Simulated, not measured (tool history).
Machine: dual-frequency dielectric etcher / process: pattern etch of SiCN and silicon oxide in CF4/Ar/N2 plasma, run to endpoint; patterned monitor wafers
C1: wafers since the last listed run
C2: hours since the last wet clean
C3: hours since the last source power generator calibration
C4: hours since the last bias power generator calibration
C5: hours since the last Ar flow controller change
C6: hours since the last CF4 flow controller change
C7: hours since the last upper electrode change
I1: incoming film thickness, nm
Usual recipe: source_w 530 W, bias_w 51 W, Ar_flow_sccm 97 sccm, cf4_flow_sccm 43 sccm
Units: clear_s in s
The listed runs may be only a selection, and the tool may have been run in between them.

run 1 hour=0 | source_w=530 bias_w=51 Ar_flow_sccm=116 cf4_flow_sccm=43 | C1=0 C2=108.7 C3=1839.4 C4=743.4 C5=3105.3 C6=2012.4 C7=716 | I1=14.02 | clear_s=18.4
run 2 hour=96.3 | source_w=530 bias_w=51 Ar_flow_sccm=97 cf4_flow_sccm=43 | C1=780 C2=205 C3=1935.7 C4=839.7 C5=3201.6 C6=2108.7 C7=812.3 | I1=14.02 | clear_s=17.6
run 3 hour=199.9 | source_w=530 bias_w=51 Ar_flow_sccm=97 cf4_flow_sccm=43 | C1=839 C2=308.6 C3=2039.3 C4=943.3 C5=3305.2 C6=2212.3 C7=915.9 | I1=14.17 | clear_s=17.7
run 4 hour=274.7 | source_w=530 bias_w=51 Ar_flow_sccm=79 cf4_flow_sccm=43 | C1=606 C2=383.4 C3=2114.1 C4=1018.1 C5=3380 C6=2287.1 C7=990.7 | I1=14.14 | clear_s=16.7
run 5 hour=332.6 | source_w=410 bias_w=56 Ar_flow_sccm=97 cf4_flow_sccm=43 | C1=469 C2=441.3 C3=2172 C4=1076 C5=3437.9 C6=2345 C7=1048.6 | I1=13.97 | clear_s=20.3
-- hour=379.2 CF4 flow controller replaced
run 6 hour=423.3 | source_w=610 bias_w=57 Ar_flow_sccm=115 cf4_flow_sccm=52 | C1=686 C2=532 C3=2262.7 C4=1166.7 C5=3528.6 C6=44.1 C7=1139.3 | I1=14.02 | clear_s=15.1
run 7 hour=469.2 | source_w=530 bias_w=51 Ar_flow_sccm=97 cf4_flow_sccm=39 | C1=371 C2=577.9 C3=2308.6 C4=1212.6 C5=3574.5 C6=90 C7=1185.2 | I1=14.29 | clear_s=18.5
run 8 hour=537.3 | source_w=580 bias_w=41 Ar_flow_sccm=84 cf4_flow_sccm=48 | C1=551 C2=646 C3=2376.7 C4=1280.7 C5=3642.6 C6=158.1 C7=1253.3 | I1=14.21 | clear_s=16.7
-- hour=582.8 Ar flow controller replaced
run 9 hour=612.3 | source_w=530 bias_w=51 Ar_flow_sccm=97 cf4_flow_sccm=43 | C1=559 C2=721 C3=2451.7 C4=1355.7 C5=29.5 C6=233.1 C7=1328.3 | I1=14.18 | clear_s=17.8
run 10 hour=667.6 | source_w=530 bias_w=51 Ar_flow_sccm=97 cf4_flow_sccm=43 | C1=448 C2=776.3 C3=2507 C4=1411 C5=84.8 C6=288.4 C7=1383.6 | I1=14.09 | clear_s=17.7
-- hour=743.4 wet clean of the chamber
run 11 hour=743.9 | source_w=530 bias_w=51 Ar_flow_sccm=89 cf4_flow_sccm=54 | C1=423 C2=0.5 C3=2583.3 C4=1487.3 C5=161.1 C6=364.7 C7=1459.9 | I1=14.2 | clear_s=16.4
-- hour=761.3 source power generator calibrated
run 12 hour=806.5 | source_w=530 bias_w=51 Ar_flow_sccm=97 cf4_flow_sccm=43 | C1=474 C2=63.1 C3=45.2 C4=1549.9 C5=223.7 C6=427.3 C7=1522.5 | I1=13.95 | clear_s=17.5
run 13 hour=842.6 | source_w=530 bias_w=47 Ar_flow_sccm=97 cf4_flow_sccm=34 | C1=292 C2=99.2 C3=81.3 C4=1586 C5=259.8 C6=463.4 C7=1558.6 | I1=14.2 | clear_s=20
run 14 hour=944.1 | source_w=530 bias_w=51 Ar_flow_sccm=109 cf4_flow_sccm=43 | C1=822 C2=200.7 C3=182.8 C4=1687.5 C5=361.3 C6=564.9 C7=1660.1 | I1=14.14 | clear_s=18.4
run 15 hour=1049.4 | source_w=530 bias_w=51 Ar_flow_sccm=97 cf4_flow_sccm=43 | C1=853 C2=306 C3=288.1 C4=1792.8 C5=466.6 C6=670.2 C7=1765.4 | I1=13.95 | clear_s=17.5
run 16 hour=1154 | source_w=530 bias_w=51 Ar_flow_sccm=97 cf4_flow_sccm=43 | C1=847 C2=410.6 C3=392.7 C4=1897.4 C5=571.2 C6=774.8 C7=1870 | I1=14.04 | clear_s=17.7
run 17 hour=1233.2 | source_w=530 bias_w=41 Ar_flow_sccm=97 cf4_flow_sccm=43 | C1=641 C2=489.8 C3=471.9 C4=1976.6 C5=650.4 C6=854 C7=1949.2 | I1=14.06 | clear_s=19
run 18 hour=1330.7 | source_w=530 bias_w=61 Ar_flow_sccm=97 cf4_flow_sccm=36 | C1=790 C2=587.3 C3=569.4 C4=2074.1 C5=747.9 C6=951.5 C7=2046.7 | I1=14.23 | clear_s=17.6
run 19 hour=1403.2 | source_w=450 bias_w=51 Ar_flow_sccm=97 cf4_flow_sccm=52 | C1=587 C2=659.8 C3=641.9 C4=2146.6 C5=820.4 C6=1024 C7=2119.2 | I1=14.02 | clear_s=18.8
-- hour=1446.2 wet clean of the chamber
run 20 hour=1492.4 | source_w=530 bias_w=51 Ar_flow_sccm=97 cf4_flow_sccm=43 | C1=528 C2=46.2 C3=731.1 C4=2235.8 C5=909.6 C6=1113.2 C7=2208.4 | I1=14.08 | clear_s=17.7
run 21 hour=1588.3 | source_w=590 bias_w=51 Ar_flow_sccm=97 cf4_flow_sccm=38 | C1=777 C2=142.1 C3=827 C4=2331.7 C5=1005.5 C6=1209.1 C7=2304.3 | I1=14.02 | clear_s=16.9
run 22 hour=1664.5 | source_w=530 bias_w=41 Ar_flow_sccm=80 cf4_flow_sccm=43 | C1=617 C2=218.3 C3=903.2 C4=2407.9 C5=1081.7 C6=1285.3 C7=2380.5 | I1=14.04 | clear_s=18.1
run 23 hour=1714.7 | source_w=610 bias_w=45 Ar_flow_sccm=97 cf4_flow_sccm=51 | C1=406 C2=268.5 C3=953.4 C4=2458.1 C5=1131.9 C6=1335.5 C7=2430.7 | I1=14.12 | clear_s=15.8

Predict each of these 5 candidate next runs independently; none follows another, all start after run 23:
run A hour=1715.1 | source_w=530 bias_w=51 Ar_flow_sccm=97 cf4_flow_sccm=43 | C1=3 C2=268.9 C3=953.8 C4=2458.5 C5=1132.3 C6=1335.9 C7=2431.1 | I1=14.07 | clear_s=?
run B hour=1715.1 | source_w=660 bias_w=42 Ar_flow_sccm=111 cf4_flow_sccm=39 | C1=3 C2=268.9 C3=953.8 C4=2458.5 C5=1132.3 C6=1335.9 C7=2431.1 | I1=14.07 | clear_s=?
run C hour=1715.1 | source_w=470 bias_w=39 Ar_flow_sccm=97 cf4_flow_sccm=36 | C1=3 C2=268.9 C3=953.8 C4=2458.5 C5=1132.3 C6=1335.9 C7=2431.1 | I1=14.07 | clear_s=?
run D hour=1715.1 | source_w=480 bias_w=51 Ar_flow_sccm=97 cf4_flow_sccm=54 | C1=3 C2=268.9 C3=953.8 C4=2458.5 C5=1132.3 C6=1335.9 C7=2431.1 | I1=14.07 | clear_s=?
run E hour=1715.1 | source_w=530 bias_w=51 Ar_flow_sccm=74 cf4_flow_sccm=53 | C1=3 C2=268.9 C3=953.8 C4=2458.5 C5=1132.3 C6=1335.9 C7=2431.1 | I1=14.07 | clear_s=?

run=A clear_s=17.6
run=B clear_s=17.3
run=C clear_s=22.7
run=D clear_s=17.8
run=E clear_s=15.5
Without the tool's unlogged condition, the same runs would have read:
run=A clear_s=17.6
run=B clear_s=17.3
run=C clear_s=22.7
run=D clear_s=17.8
run=E clear_s=15.5
